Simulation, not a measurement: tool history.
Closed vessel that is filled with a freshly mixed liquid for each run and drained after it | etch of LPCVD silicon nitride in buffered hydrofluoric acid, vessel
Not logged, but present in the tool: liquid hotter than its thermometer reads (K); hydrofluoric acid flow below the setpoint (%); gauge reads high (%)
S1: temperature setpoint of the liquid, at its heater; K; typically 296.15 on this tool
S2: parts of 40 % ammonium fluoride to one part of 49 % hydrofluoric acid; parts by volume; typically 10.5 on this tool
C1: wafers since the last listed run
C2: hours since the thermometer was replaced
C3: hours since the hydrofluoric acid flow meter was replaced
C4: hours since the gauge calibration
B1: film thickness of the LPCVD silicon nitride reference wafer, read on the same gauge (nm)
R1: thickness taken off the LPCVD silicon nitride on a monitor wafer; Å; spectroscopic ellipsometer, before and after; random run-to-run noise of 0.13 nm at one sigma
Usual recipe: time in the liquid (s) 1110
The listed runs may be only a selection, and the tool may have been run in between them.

run 1 hour=0.0 | S1=299.65 S2=13.5 time_in_the_liquid_(s)=1110 | C1=0 C2=783.6 C3=864.3 C4=907.3 | B1=50.02 | R1=135.9
-- hour=22.0 thermometer replaced
run 2 hour=30.0 | S1=296.15 S2=10.5 time_in_the_liquid_(s)=1110 | C1=1420 C2=8.0 C3=894.3 C4=937.3 | B1=49.99 | R1=130.8
run 3 hour=100.5 | S1=296.15 S2=10.5 time_in_the_liquid_(s)=1110 | C1=3453 C2=78.5 C3=964.8 C4=1007.8 | B1=49.99 | R1=129.8
run 4 hour=209.6 | S1=296.15 S2=10.5 time_in_the_liquid_(s)=1110 | C1=5344 C2=187.6 C3=1073.9 C4=1116.9 | B1=50.00 | R1=132.7
run 5 hour=240.3 | S1=296.15 S2=10.5 time_in_the_liquid_(s)=1110 | C1=1503 C2=218.3 C3=1104.6 C4=1147.6 | B1=50.01 | R1=131.8
-- hour=247.0 gauge calibrated
run 6 hour=283.5 | S1=296.15 S2=10.5 time_in_the_liquid_(s)=1110 | C1=2116 C2=261.5 C3=1147.8 C4=36.5 | B1=50.00 | R1=132.3
run 7 hour=348.3 | S1=296.15 S2=10.5 time_in_the_liquid_(s)=1110 | C1=3174 C2=326.3 C3=1212.6 C4=101.3 | B1=50.00 | R1=132.5
run 8 hour=393.5 | S1=296.15 S2=10.5 time_in_the_liquid_(s)=740 | C1=2214 C2=371.5 C3=1257.8 C4=146.5 | B1=50.01 | R1=91.5
run 9 hour=451.5 | S1=296.15 S2=10.5 time_in_the_liquid_(s)=740 | C1=2841 C2=429.5 C3=1315.8 C4=204.5 | B1=50.00 | R1=90.7
run 10 hour=497.3 | S1=296.15 S2=13.5 time_in_the_liquid_(s)=1110 | C1=2243 C2=475.3 C3=1361.6 C4=250.3 | B1=50.00 | R1=107.0
run 11 hour=549.6 | S1=296.15 S2=13.5 time_in_the_liquid_(s)=1110 | C1=2561 C2=527.6 C3=1413.9 C4=302.6 | B1=50.01 | R1=107.9
run 12 hour=613.6 | S1=296.15 S2=13.5 time_in_the_liquid_(s)=1110 | C1=3135 C2=591.6 C3=1477.9 C4=366.6 | B1=50.01 | R1=108.6
run 13 hour=669.3 | S1=299.15 S2=10.5 time_in_the_liquid_(s)=715 | C1=2728 C2=647.3 C3=1533.6 C4=422.3 | B1=49.98 | R1=105.3
run 14 hour=705.8 | S1=299.15 S2=10.5 time_in_the_liquid_(s)=715 | C1=1787 C2=683.8 C3=1570.1 C4=458.8 | B1=50.00 | R1=105.2
run 15 hour=756.9 | S1=296.15 S2=10.5 time_in_the_liquid_(s)=1110 | C1=2503 C2=734.9 C3=1621.2 C4=509.9 | B1=50.00 | R1=143.2
run 16 hour=805.6 | S1=296.15 S2=10.5 time_in_the_liquid_(s)=1110 | C1=2385 C2=783.6 C3=1669.9 C4=558.6 | B1=50.00 | R1=142.7
run 17 hour=871.4 | S1=296.15 S2=13.0 time_in_the_liquid_(s)=730 | C1=3223 C2=849.4 C3=1735.7 C4=624.4 | B1=50.00 | R1=76.8
run 18 hour=902.8 | S1=297.65 S2=10.5 time_in_the_liquid_(s)=1685 | C1=1538 C2=880.8 C3=1767.1 C4=655.8 | B1=49.99 | R1=236.4
run 19 hour=932.4 | S1=301.15 S2=8.0 time_in_the_liquid_(s)=1680 | C1=1449 C2=910.4 C3=1796.7 C4=685.4 | B1=50.00 | R1=369.6
-- hour=949.6 hydrofluoric acid flow meter replaced
-- hour=957.3 thermometer replaced
run 20 hour=987.6 | S1=298.65 S2=8.0 time_in_the_liquid_(s)=545 | C1=2605 C2=30.3 C3=38.0 C4=740.6 | B1=49.98 | R1=92.3
run 21 hour=1121.3 | S1=299.15 S2=6.5 time_in_the_liquid_(s)=700 | C1=6549 C2=164.0 C3=171.7 C4=874.3 | B1=50.00 | R1=153.5
run 22 hour=1160.7 | S1=296.15 S2=12.0 time_in_the_liquid_(s)=1110 | C1=1929 C2=203.4 C3=211.1 C4=913.7 | B1=50.01 | R1=116.0
run 23 hour=1225.8 | S1=298.15 S2=6.5 time_in_the_liquid_(s)=500 | C1=3188 C2=268.5 C3=276.2 C4=978.8 | B1=50.01 | R1=103.6
-- hour=1226.3 gauge calibrated
run 24 hour=1255.6 | S1=296.15 S2=10.5 time_in_the_liquid_(s)=1110 | C1=1459 C2=298.3 C3=306.0 C4=29.3 | B1=49.99 | R1=134.3
run 25 hour=1307.0 | S1=296.15 S2=10.5 time_in_the_liquid_(s)=1110 | C1=2517 C2=349.7 C3=357.4 C4=80.7 | B1=50.01 | R1=134.1
run 26 hour=1344.5 | S1=299.15 S2=10.5 time_in_the_liquid_(s)=470 | C1=1836 C2=387.2 C3=394.9 C4=118.2 | B1=49.99 | R1=68.0
run 27 hour=1405.6 | S1=293.65 S2=13.0 time_in_the_liquid_(s)=1310 | C1=2992 C2=448.3 C3=456.0 C4=179.3 | B1=49.99 | R1=115.0
run 28 hour=1448.4 | S1=292.15 S2=7.5 time_in_the_liquid_(s)=1765 | C1=2096 C2=491.1 C3=498.8 C4=222.1 | B1=50.01 | R1=238.4
run 29 hour=1493.1 | S1=297.65 S2=11.5 time_in_the_liquid_(s)=1315 | C1=2189 C2=535.8 C3=543.5 C4=266.8 | B1=50.01 | R1=159.5
run 30 hour=1523.2 | S1=292.15 S2=7.5 time_in_the_liquid_(s)=1765 | C1=1474 C2=565.9 C3=573.6 C4=296.9 | B1=49.98 | R1=239.5
run 31 hour=1587.4 | S1=298.15 S2=10.5 time_in_the_liquid_(s)=1110 | C1=3144 C2=630.1 C3=637.8 C4=361.1 | B1=49.99 | R1=153.5
run 32 hour=1650.5 | S1=294.15 S2=14.0 time_in_the_liquid_(s)=1110 | C1=3090 C2=693.2 C3=700.9 C4=424.2 | B1=50.00 | R1=94.1

How would selected steps in R1 from run to run divide? Give the signed amount a tool lacking its hidden state would still show from settings, what came in and random variation, and the signed amount left for the hidden state, including any gauge scatter that is not in both of the compared results.
Run 17 -> 18: S1 296.15 -> 297.65, S2 13.0 -> 10.5, time in the liquid (s) 730 -> 1685. R1 +159.6 Å: hidden state +17.0, all else +142.6.
Run 18 -> 19: S1 297.65 -> 301.15, S2 10.5 -> 8.0, time in the liquid (s) 1685 -> 1680. R1 +133.2 Å: hidden state +14.4, all else +118.8.
Run 19 -> 20: S1 301.15 -> 298.65, time in the liquid (s) 1680 -> 545, hydrofluoric acid flow meter replaced, thermometer replaced. R1 -277.3 Å: hidden state -38.8, all else -238.5.
